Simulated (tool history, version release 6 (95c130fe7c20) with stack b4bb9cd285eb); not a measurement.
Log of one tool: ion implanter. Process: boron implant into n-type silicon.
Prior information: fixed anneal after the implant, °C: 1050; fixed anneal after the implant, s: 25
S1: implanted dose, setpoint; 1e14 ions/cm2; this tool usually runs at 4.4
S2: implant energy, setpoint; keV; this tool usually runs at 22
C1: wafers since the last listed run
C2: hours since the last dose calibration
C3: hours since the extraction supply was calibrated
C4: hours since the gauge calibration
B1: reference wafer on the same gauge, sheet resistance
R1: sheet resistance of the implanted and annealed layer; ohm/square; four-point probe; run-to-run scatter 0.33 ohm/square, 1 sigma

Run 1, hour 0: usual settings but S1 3.65 1e14 ions/cm2; C1 0; C2 1176.4; C3 4543.1; C4 1357; B1 196.01. Result: R1 251.54 ohm/square.
Run 2, hour 36.8: usual settings; C1 734; C2 1213.2; C3 4579.9; C4 1393.8; B1 196.09. Result: R1 215.71 ohm/square.
Run 3, hour 77.2: usual settings but S1 3.38 1e14 ions/cm2; C1 806; C2 1253.6; C3 4620.3; C4 1434.2; B1 195.99. Result: R1 268.29 ohm/square.
Run 4, hour 115.9: usual settings; C1 772; C2 1292.3; C3 4659; C4 1472.9; B1 196.02. Result: R1 215.84 ohm/square.
Run 5, hour 183.2: usual settings; C1 1343; C2 1359.6; C3 4726.3; C4 1540.2; B1 196.08. Result: R1 216.48 ohm/square.
Run 6, hour 258.2: usual settings but S2 27.5 keV; C1 1497; C2 1434.6; C3 4801.3; C4 1615.2; B1 195.99. Result: R1 210.64 ohm/square.
Run 7, hour 340.6: usual settings but S2 27 keV; C1 1645; C2 1517; C3 4883.7; C4 1697.6; B1 196.13. Result: R1 210.79 ohm/square.
Run 8, hour 419.6: usual settings; C1 1577; C2 1596; C3 4962.7; C4 1776.6; B1 195.92. Result: R1 215.46 ohm/square.
At hour 433.6: Faraday cup replaced and dose calibrated.
Run 9, hour 522.3: usual settings; C1 1890; C2 88.7; C3 5065.4; C4 1879.3; B1 196. Result: R1 217.93 ohm/square.
Run 10, hour 601: usual settings but S2 19 keV; C1 1571; C2 167.4; C3 5144.1; C4 1958; B1 195.98. Result: R1 221.33 ohm/square.
At hour 622.3: extraction supply calibrated.
Run 11, hour 678.6: usual settings but S2 19 keV; C1 1389; C2 245; C3 56.3; C4 2035.6; B1 196.01. Result: R1 220.89 ohm/square.
Run 12, hour 746.2: usual settings but S1 3.71 1e14 ions/cm2; C1 1349; C2 312.6; C3 123.9; C4 2103.2; B1 196.02. Result: R1 250.44 ohm/square.
Run 13, hour 852.2: usual settings but S1 4.7 1e14 ions/cm2, S2 28 keV; C1 2116; C2 418.6; C3 229.9; C4 2209.2; B1 196.02. Result: R1 199.29 ohm/square.
Run 14, hour 889.8: usual settings but S1 4.7 1e14 ions/cm2, S2 28 keV; C1 750; C2 456.2; C3 267.5; C4 2246.8; B1 195.95. Result: R1 200.18 ohm/square.
Run 15, hour 954.8: usual settings but S1 5.27 1e14 ions/cm2; C1 1297; C2 521.2; C3 332.5; C4 2311.8; B1 195.95. Result: R1 186.45 ohm/square.
Run 16, hour 1012.7: usual settings but S1 3.66 1e14 ions/cm2, S2 24.5 keV; C1 1156; C2 579.1; C3 390.4; C4 2369.7; B1 195.9. Result: R1 249.58 ohm/square.
Run 17, hour 1090.5: usual settings but S2 19.5 keV; C1 1553; C2 656.9; C3 468.2; C4 2447.5; B1 195.98. Result: R1 219.76 ohm/square.
Run 18, hour 1190.9: usual settings but S1 3.1 1e14 ions/cm2, S2 18 keV; C1 2004; C2 757.3; C3 568.6; C4 2547.9; B1 196.08. Result: R1 294.52 ohm/square.
Run 19, hour 1236.8: usual settings but S1 4.92 1e14 ions/cm2, S2 29 keV; C1 916; C2 803.2; C3 614.5; C4 2593.8; B1 196.03. Result: R1 191.12 ohm/square.
Run 20, hour 1341.9: usual settings but S1 3.81 1e14 ions/cm2, S2 25.5 keV; C1 2098; C2 908.3; C3 719.6; C4 2698.9; B1 196.06. Result: R1 239.77 ohm/square.
Run 21, hour 1446.2: usual settings but S2 16 keV; C1 2082; C2 1012.6; C3 823.9; C4 2803.2; B1 196.02. Result: R1 224.51 ohm/square.
Run 22, hour 1486.6: usual settings but S1 5.49 1e14 ions/cm2, S2 24.5 keV; C1 806; C2 1053; C3 864.3; C4 2843.6; B1 195.98. Result: R1 177.12 ohm/square.
Run 23, hour 1583.8: usual settings but S1 3.65 1e14 ions/cm2, S2 25.5 keV; C1 1940; C2 1150.2; C3 961.5; C4 2940.8; B1 196.04. Result: R1 247.35 ohm/square.
Run 24, hour 1664.4: usual settings but S2 28.5 keV; C1 1609; C2 1230.8; C3 1042.1; C4 3021.4; B1 196.09. Result: R1 209.41 ohm/square.
Run 25, hour 1728.2: usual settings; C1 1273; C2 1294.6; C3 1105.9; C4 3085.2; B1 195.92. Result: R1 216.13 ohm/square.
At hour 1820.6: gauge calibrated.
At hour 2014.5: Faraday cup replaced and dose calibrated.
Run 26, hour 2043.7: usual settings but S1 5.7 1e14 ions/cm2, S2 19 keV; C1 6139; C2 29.2; C3 1421.4; C4 223.1; B1 195.97. Result: R1 179.08 ohm/square.
Run 27, hour 2140.3: usual settings but S1 3.11 1e14 ions/cm2, S2 29 keV; C1 1928; C2 125.8; C3 1518; C4 319.7; B1 195.94. Result: R1 282.2 ohm/square.
Run 28, hour 2224.5: usual settings but S2 28.5 keV; C1 1681; C2 210; C3 1602.2; C4 403.9; B1 196.1. Result: R1 211.72 ohm/square.
Run 29, hour 2269.2: usual settings but S1 4.75 1e14 ions/cm2, S2 26 keV; C1 892; C2 254.7; C3 1646.9; C4 448.6; B1 195.88. Result: R1 200.47 ohm/square.
Run 30, hour 2343.9: usual settings; C1 1491; C2 329.4; C3 1721.6; C4 523.3; B1 196.04. Result: R1 218.05 ohm/square.
Run 31, hour 2402.7: usual settings but S1 3.38 1e14 ions/cm2, S2 19 keV; C1 1173; C2 388.2; C3 1780.4; C4 582.1; B1 196.11. Result: R1 274.96 ohm/square.
Run 32, hour 2685.3: usual settings; C1 5642; C2 670.8; C3 2063; C4 864.7; B1 195.91. Result: R1 216.15 ohm/square.
Run 33, hour 2733.2: usual settings; C1 956; C2 718.7; C3 2110.9; C4 912.6; B1 195.97. Result: R1 216.81 ohm/square.
Run 34, hour 2820.1: usual settings but S1 5.65 1e14 ions/cm2, S2 25.5 keV; C1 1735; C2 805.6; C3 2197.8; C4 999.5; B1 196.01. Result: R1 172.68 ohm/square.
Run 35, hour 2884.7: usual settings but S1 4.9 1e14 ions/cm2, S2 27.5 keV; C1 1289; C2 870.2; C3 2262.4; C4 1064.1; B1 195.95. Result: R1 193.08 ohm/square.
Run 36, hour 2942.8: usual settings; C1 1160; C2 928.3; C3 2320.5; C4 1122.2; B1 195.92. Result: R1 216.59 ohm/square.
Run 37, hour 3034.7: usual settings but S1 3.38 1e14 ions/cm2; C1 1834; C2 1020.2; C3 2412.4; C4 1214.1; B1 196.04. Result: R1 269.14 ohm/square.

Results for each run, recomputed without the tool's hidden state and with each run's random variation untouched:
Hidden conditions of the tool in this case: deviation of the true dose from the Faraday cup's reading, %; deviation of the true energy from its setpoint, %; gauge reads high (%).
run      R1
  1  254.74
  2  218.48
  3  271.74
  4  218.64
  5  219.33
  6  213.45
  7  213.62
  8  218.35
  9  218.72
 10  222.49
 11  222.35
 12  252.34
 13  201.09
 14  202.06
 15  188.33
 16  252.19
 17  222.18
 18  297.94
 19  193.42
 20  242.74
 21  227.38
 22  179.43
 23  250.61
 24  212.24
 25  219.06
 26  179.12
 27  282.87
 28  212.56
 29  201.42
 30  219.31
 31  276.74
 32  218.12
 33  218.84
 34   174.4
 35  195.07
 36  218.85
 37  272.02
